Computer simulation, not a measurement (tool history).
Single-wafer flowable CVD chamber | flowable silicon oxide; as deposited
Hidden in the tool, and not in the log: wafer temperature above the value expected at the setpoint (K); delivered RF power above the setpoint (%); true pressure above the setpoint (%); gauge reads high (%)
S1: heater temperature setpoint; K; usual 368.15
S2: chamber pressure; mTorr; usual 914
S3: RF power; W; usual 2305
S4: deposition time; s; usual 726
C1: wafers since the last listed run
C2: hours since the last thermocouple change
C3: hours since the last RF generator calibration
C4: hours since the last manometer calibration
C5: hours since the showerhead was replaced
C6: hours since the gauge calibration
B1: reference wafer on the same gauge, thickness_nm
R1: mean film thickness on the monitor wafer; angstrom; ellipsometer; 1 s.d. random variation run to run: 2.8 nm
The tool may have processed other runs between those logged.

{"run": 1, "hour": 0.0, "S1": 368.15, "S2": 914, "S3": 2600, "S4": 726, "C1": 0, "C2": 1178.6, "C3": 1005.0, "C4": 1481.1, "C5": 5162.6, "C6": 84.4, "B1": 564.122, "R1": 6964.34}
{"run": 2, "hour": 19.2, "S1": 368.15, "S2": 914, "S3": 2600, "S4": 726, "C1": 44, "C2": 1197.8, "C3": 1024.2, "C4": 1500.3, "C5": 5181.8, "C6": 103.6, "B1": 564.374, "R1": 6900.77}
{"run": 3, "hour": 51.6, "S1": 368.15, "S2": 914, "S3": 2460, "S4": 726, "C1": 75, "C2": 1230.2, "C3": 1056.6, "C4": 1532.7, "C5": 5214.2, "C6": 136.0, "B1": 564.846, "R1": 6898.95}
{"run": 4, "hour": 68.1, "S1": 368.15, "S2": 914, "S3": 2305, "S4": 614, "C1": 38, "C2": 1246.7, "C3": 1073.1, "C4": 1549.2, "C5": 5230.7, "C6": 152.5, "B1": 566.834, "R1": 5792.58}
{"run": 5, "hour": 84.9, "S1": 368.15, "S2": 914, "S3": 2305, "S4": 614, "C1": 39, "C2": 1263.5, "C3": 1089.9, "C4": 1566.0, "C5": 5247.5, "C6": 169.3, "B1": 566.626, "R1": 5815.2}
{"run": 6, "hour": 97.9, "S1": 368.15, "S2": 914, "S3": 2305, "S4": 726, "C1": 30, "C2": 1276.5, "C3": 1102.9, "C4": 1579.0, "C5": 5260.5, "C6": 182.3, "B1": 566.834, "R1": 6805.22}
{"run": 7, "hour": 122.7, "S1": 368.15, "S2": 914, "S3": 2305, "S4": 726, "C1": 57, "C2": 1301.3, "C3": 1127.7, "C4": 1603.8, "C5": 5285.3, "C6": 207.1, "B1": 567.256, "R1": 6809.42}
{"run": 8, "hour": 150.5, "S1": 368.15, "S2": 914, "S3": 2305, "S4": 726, "C1": 64, "C2": 1329.1, "C3": 1155.5, "C4": 1631.6, "C5": 5313.1, "C6": 234.9, "B1": 568.984, "R1": 6841.31}
{"run": 9, "hour": 168.7, "S1": 368.15, "S2": 914, "S3": 2305, "S4": 645, "C1": 42, "C2": 1347.3, "C3": 1173.7, "C4": 1649.8, "C5": 5331.3, "C6": 253.1, "B1": 567.841, "R1": 6077.27}
{"run": 10, "hour": 187.2, "S1": 368.15, "S2": 914, "S3": 2305, "S4": 726, "C1": 43, "C2": 1365.8, "C3": 1192.2, "C4": 1668.3, "C5": 5349.8, "C6": 271.6, "B1": 568.841, "R1": 6843.75}
{"run": 11, "hour": 202.1, "S1": 368.15, "S2": 914, "S3": 2305, "S4": 726, "C1": 34, "C2": 1380.7, "C3": 1207.1, "C4": 1683.2, "C5": 5364.7, "C6": 286.5, "B1": 569.52, "R1": 6868.66}
{"run": 12, "hour": 215.2, "S1": 368.15, "S2": 914, "S3": 2305, "S4": 726, "C1": 30, "C2": 1393.8, "C3": 1220.2, "C4": 1696.3, "C5": 5377.8, "C6": 299.6, "B1": 569.671, "R1": 6858.06}
{"hour": 241.3, "done": "gauge calibrated"}
{"run": 13, "hour": 248.5, "S1": 354.15, "S2": 914, "S3": 1955, "S4": 726, "C1": 77, "C2": 1427.1, "C3": 1253.5, "C4": 1729.6, "C5": 5411.1, "C6": 7.2, "B1": 564.445, "R1": 9595.61}
{"run": 14, "hour": 273.3, "S1": 368.15, "S2": 914, "S3": 2305, "S4": 726, "C1": 57, "C2": 1451.9, "C3": 1278.3, "C4": 1754.4, "C5": 5435.9, "C6": 32.0, "B1": 564.093, "R1": 6819.65}
{"run": 15, "hour": 298.2, "S1": 368.15, "S2": 914, "S3": 2465, "S4": 675, "C1": 57, "C2": 1476.8, "C3": 1303.2, "C4": 1779.3, "C5": 5460.8, "C6": 56.9, "B1": 565.463, "R1": 6398.91}
{"hour": 329.7, "done": "capacitance manometer re-zeroed and calibrated"}
{"run": 16, "hour": 330.2, "S1": 368.15, "S2": 914, "S3": 2600, "S4": 726, "C1": 55, "C2": 1508.8, "C3": 1335.2, "C4": 0.5, "C5": 5492.8, "C6": 88.9, "B1": 565.058, "R1": 6989.58}
{"run": 17, "hour": 354.4, "S1": 368.15, "S2": 914, "S3": 1945, "S4": 776, "C1": 56, "C2": 1533.0, "C3": 1359.4, "C4": 24.7, "C5": 5517.0, "C6": 113.1, "B1": 566.317, "R1": 7005.51}
{"hour": 367.0, "done": "showerhead replaced"}
{"run": 18, "hour": 383.0, "S1": 381.15, "S2": 914, "S3": 2305, "S4": 630, "C1": 47, "C2": 1561.6, "C3": 1388.0, "C4": 53.3, "C5": 16.0, "C6": 141.7, "B1": 567.069, "R1": 4024.76}
{"run": 19, "hour": 396.1, "S1": 358.15, "S2": 856, "S3": 2045, "S4": 726, "C1": 30, "C2": 1574.7, "C3": 1401.1, "C4": 66.4, "C5": 29.1, "C6": 154.8, "B1": 567.364, "R1": 8362.79}
{"run": 20, "hour": 411.4, "S1": 368.15, "S2": 914, "S3": 2305, "S4": 726, "C1": 35, "C2": 1590.0, "C3": 1416.4, "C4": 81.7, "C5": 44.4, "C6": 170.1, "B1": 567.95, "R1": 6810.58}
{"hour": 453.4, "done": "thermocouple changed; heater temperature recalibrated"}
{"hour": 453.8, "done": "RF generator calibrated"}
{"run": 21, "hour": 498.9, "S1": 368.15, "S2": 914, "S3": 2305, "S4": 726, "C1": 184, "C2": 45.5, "C3": 45.1, "C4": 169.2, "C5": 131.9, "C6": 257.6, "B1": 569.257, "R1": 6830.81}
{"run": 22, "hour": 529.9, "S1": 375.15, "S2": 914, "S3": 2305, "S4": 726, "C1": 72, "C2": 76.5, "C3": 76.1, "C4": 200.2, "C5": 162.9, "C6": 288.6, "B1": 570.216, "R1": 5593.66}
{"run": 23, "hour": 603.5, "S1": 368.15, "S2": 914, "S3": 2305, "S4": 726, "C1": 171, "C2": 150.1, "C3": 149.7, "C4": 273.8, "C5": 236.5, "C6": 362.2, "B1": 572.366, "R1": 6927.61}
{"run": 24, "hour": 622.9, "S1": 372.15, "S2": 914, "S3": 2665, "S4": 769, "C1": 45, "C2": 169.5, "C3": 169.1, "C4": 293.2, "C5": 255.9, "C6": 381.6, "B1": 571.87, "R1": 6635.49}
{"run": 25, "hour": 649.0, "S1": 375.15, "S2": 914, "S3": 1865, "S4": 782, "C1": 60, "C2": 195.6, "C3": 195.2, "C4": 319.3, "C5": 282.0, "C6": 407.7, "B1": 572.157, "R1": 5752.18}

What the log doesn't show, run by run:
wafer temperature above the value expected at the setpoint (K): 0 across all the runs
delivered RF power above the setpoint (%): 0 across all the runs
true pressure above the setpoint (%): 0 across all the runs
H1: gauge reads high (%)
run=1 H1=0.286
run=2 H1=0.363
run=3 H1=0.492
run=4 H1=0.558
run=5 H1=0.625
run=6 H1=0.677
run=7 H1=0.777
run=8 H1=0.888
run=9 H1=0.961
run=10 H1=1.03
run=11 H1=1.09
run=12 H1=1.15
run=13 H1=0.101
run=14 H1=0.2
run=15 H1=0.299
run=16 H1=0.427
run=17 H1=0.524
run=18 H1=0.639
run=19 H1=0.691
run=20 H1=0.752
run=21 H1=1.1
run=22 H1=1.23
run=23 H1=1.52
run=24 H1=1.6
run=25 H1=1.7

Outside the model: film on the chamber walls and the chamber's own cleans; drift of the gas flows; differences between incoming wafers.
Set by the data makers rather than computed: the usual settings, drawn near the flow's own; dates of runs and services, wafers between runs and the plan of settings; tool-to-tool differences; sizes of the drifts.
